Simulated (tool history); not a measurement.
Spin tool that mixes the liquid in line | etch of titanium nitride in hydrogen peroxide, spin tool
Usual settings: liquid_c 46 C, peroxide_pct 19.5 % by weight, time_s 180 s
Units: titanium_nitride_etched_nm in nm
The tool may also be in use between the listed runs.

run,hour,liquid_c,peroxide_pct,time_s,wafers since the last listed run,hours since the thermometer was replaced,hours since the peroxide flow meter was replaced,hours since the heated supply line was repaired,hours since the drum of peroxide was connected,hours since the gauge calibration,"read-back film thickness of the titanium nitride reference wafer, read on the same gauge (nm)",titanium_nitride_etched_nm
1,0,46,19.5,150,0,1621.8,44.6,2950.1,233.3,162.7,30,8.32
2,30.5,46,19.5,150,237,1652.3,75.1,2980.6,263.8,193.2,30,8.33
3,75,46,19.5,150,345,1696.8,119.6,3025.1,308.3,237.7,30,8.38
4,141.7,46,19.5,180,518,1763.5,186.3,3091.8,375,304.4,29.98,9.93
5,167.8,46,19.5,180,202,1789.6,212.4,3117.9,401.1,330.5,30.01,9.88
6,215.6,46,19.5,180,371,1837.4,260.2,3165.7,448.9,378.3,30,10.01
7,273,46,19.5,180,446,1894.8,317.6,3223.1,506.3,435.7,30,9.81
8,331.5,46,17.5,180,454,1953.3,376.1,3281.6,564.8,494.2,30,9.79
9,384.5,46,17.5,180,411,2006.3,429.1,3334.6,617.8,547.2,30,9.73
10,561.9,46,17.5,180,1378,2183.7,606.5,3512,795.2,724.6,30.01,9.69
11,595.4,46,19.5,180,260,2217.2,640,3545.5,828.7,758.1,29.99,9.87
# hour 621.3: thermometer replaced
12,635.2,46,19.5,180,301,13.9,679.8,3585.3,868.5,797.9,29.99,9.94
13,663.1,46,19.5,180,216,41.8,707.7,3613.2,896.4,825.8,30.01,9.87
14,713.2,49.5,25.5,280,389,91.9,757.8,3663.3,946.5,875.9,29.98,21.06
# hour 775.5: new drum of peroxide connected
15,782.7,53.5,17,225,532,161.4,827.3,3732.8,7.2,945.4,29.99,20.53
16,824.5,52,19.5,145,324,203.2,869.1,3774.6,49,987.2,30.01,12.33
17,876.4,46,23,180,403,255.1,921,3826.5,100.9,1039.1,29.99,10.22
# hour 925.4: heated supply line repaired
18,931.8,50,24,130,422,310.5,976.4,6.4,156.3,1094.5,30,9.82
# hour 969.3: gauge calibrated
19,978.4,53.5,19.5,180,362,357.1,1023,53,202.9,9.1,29.99,17.08
# hour 992.6: peroxide flow meter replaced
20,1033,46,17.5,180,416,411.7,40.4,107.6,257.5,63.7,30,9.77
21,1074.9,46,19.5,180,325,453.6,82.3,149.5,299.4,105.6,29.98,9.92
22,1124.2,49.5,23,180,383,502.9,131.6,198.8,348.7,154.9,29.97,13.38
23,1239.6,51.5,19.5,280,896,618.3,247,314.2,464.1,270.3,30,23.06
24,1269.8,46,19.5,95,234,648.5,277.2,344.4,494.3,300.5,30.02,5.23
25,1338.8,42.5,19.5,180,536,717.5,346.2,413.4,563.3,369.5,30,7.72
26,1377.1,49,13.5,90,297,755.8,384.5,451.7,601.6,407.8,30,5.72

3 ways to go on from here, each from the tool as it stands after run 26. What would each give?
A,1377.6,46,15.5,180,3,756.3,385,452.2,602.1,408.3,?,?
B,1377.6,41.5,24,135,3,756.3,385,452.2,602.1,408.3,?,?
C,1377.6,46,19.5,225,3,756.3,385,452.2,602.1,408.3,?,?

run,"read-back film thickness of the titanium nitride reference wafer, read on the same gauge (nm)",titanium_nitride_etched_nm
A,29.99,9.49
B,29.99,5.57
C,29.99,12.45
Without the tool's hidden state the same runs would have given:
run,titanium_nitride_etched_nm
A,9.59
B,5.63
C,12.59

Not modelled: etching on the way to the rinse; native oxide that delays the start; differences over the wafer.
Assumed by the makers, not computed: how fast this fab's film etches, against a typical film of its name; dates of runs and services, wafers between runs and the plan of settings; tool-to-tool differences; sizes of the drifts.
